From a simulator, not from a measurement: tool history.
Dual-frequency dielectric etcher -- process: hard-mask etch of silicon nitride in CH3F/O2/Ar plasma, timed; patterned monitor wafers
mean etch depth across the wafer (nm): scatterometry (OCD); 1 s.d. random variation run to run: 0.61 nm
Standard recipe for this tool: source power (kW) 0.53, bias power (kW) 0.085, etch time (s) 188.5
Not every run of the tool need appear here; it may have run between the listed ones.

run	day	source power (kW)	bias power (kW)	etch time (s)	wafers since the last listed run	hours since the last wet clean	hours since the last source power generator calibration	hours since the last bias power generator calibration	hours since the last upper electrode change	hours since the gauge calibration	read-back reference wafer on the same gauge, depth_nm	mean etch depth across the wafer (nm)
1	0	0.53	0.085	188.5	0	514	4107.8	2494.3	2438.1	669.5	179.9	150.1
# day 0.804: gauge calibrated
2	1.196	0.53	0.085	188.5	254	542.7	4136.5	2523	2466.8	9.4	180.3	150
3	2.588	0.53	0.085	188.5	296	576.1	4169.9	2556.4	2500.2	42.8	180	149.3
4	3.454	0.53	0.085	188.5	184	596.9	4190.7	2577.2	2521	63.6	180.3	148.5
# day 3.867: bias power generator calibrated
# day 4.704: wet clean of the chamber
5	4.725	0.53	0.085	188.5	56	0.5	4221.2	20.6	2551.5	94.1	180	156.7
6	5.425	0.53	0.085	188.5	148	17.3	4238	37.4	2568.3	110.9	180	157.1
7	6.858	0.53	0.085	188.5	305	51.7	4272.4	71.8	2602.7	145.3	180.1	157.9
8	7.617	0.53	0.085	188.5	161	69.9	4290.6	90	2620.9	163.5	180	157.1
9	8.55	0.53	0.073	134.5	198	92.3	4313	112.4	2643.3	185.9	180.1	106.2
# day 9.4: source power generator calibrated
10	9.967	0.53	0.085	158	266	126.3	13.6	146.4	2677.3	219.9	179.8	130.6
11	11.038	0.45	0.092	188.5	227	152	39.3	172.1	2703	245.6	180	146.3
# day 16.192: upper electrode replaced
12	16.212	0.58	0.095	211.5	888	276.2	163.5	296.3	0.5	369.8	180.1	187.5
13	16.225	0.53	0.099	133.5	2	276.5	163.8	296.6	0.8	370.1	180.1	113.5
14	17.2	0.41	0.095	188.5	207	299.9	187.2	320	24.2	393.5	179.9	139.7
15	18.592	0.53	0.085	188.5	296	333.3	220.6	353.4	57.6	426.9	180.2	154.1
16	19.2	0.45	0.085	228	129	347.9	235.2	368	72.2	441.5	180.1	171.5
17	20.175	0.53	0.101	188.5	207	371.3	258.6	391.4	95.6	464.9	179.9	160.6
18	20.942	0.53	0.103	188.5	163	389.7	277	409.8	114	483.3	180.1	161.4
19	22.317	0.53	0.085	188.5	292	422.7	310	442.8	147	516.3	180.1	152.1
20	22.829	0.45	0.085	213.5	109	435	322.3	455.1	159.3	528.6	180.2	158.7
21	24.171	0.53	0.085	188.5	285	467.2	354.5	487.3	191.5	560.8	179.9	151.6
22	24.871	0.6	0.085	140.5	148	484	371.3	504.1	208.3	577.6	180	119.6
# day 26.508: wet clean of the chamber
23	26.529	0.6	0.085	188.5	140	0.5	411.1	543.9	248.1	617.4	179.8	166.3
24	28.683	0.42	0.073	159	458	52.2	462.8	595.6	299.8	669.1	180	111.6
25	29.279	0.53	0.097	188.5	126	66.5	477.1	609.9	314.1	683.4	179.9	162.4
26	29.842	0.41	0.076	214.5	119	80	490.6	623.4	327.6	696.9	179.8	149.9
27	31.083	0.66	0.101	218.5	264	109.8	520.4	653.2	357.4	726.7	179.8	210.8
28	31.642	0.4	0.104	143.5	118	123.2	533.8	666.6	370.8	740.1	180	108.5
# day 32.604: gauge calibrated
29	33.125	0.41	0.079	188.5	315	158.8	569.4	702.2	406.4	12.5	179.9	132.5
30	34.596	0.59	0.102	208	313	194.1	604.7	737.5	441.7	47.8	180	190.9

What if the next run were any one of these 4? Each begins from the tool's condition after run 30:
A	34.617	0.53	0.085	188.5	4	194.6	605.2	738	442.2	48.3	?	?
B	34.617	0.44	0.103	188.5	4	194.6	605.2	738	442.2	48.3	?	?
C	34.617	0.66	0.099	188.5	4	194.6	605.2	738	442.2	48.3	?	?
D	34.617	0.63	0.072	236	4	194.6	605.2	738	442.2	48.3	?	?

run	read-back reference wafer on the same gauge, depth_nm	mean etch depth across the wafer (nm)
A	180.1	153.9
B	180.1	148.8
C	180.1	178.9
D	180.1	199.6
Without the tool's hidden state the same runs would have given:
run	mean etch depth across the wafer (nm)
A	156
B	150.9
C	181.4
D	202.4
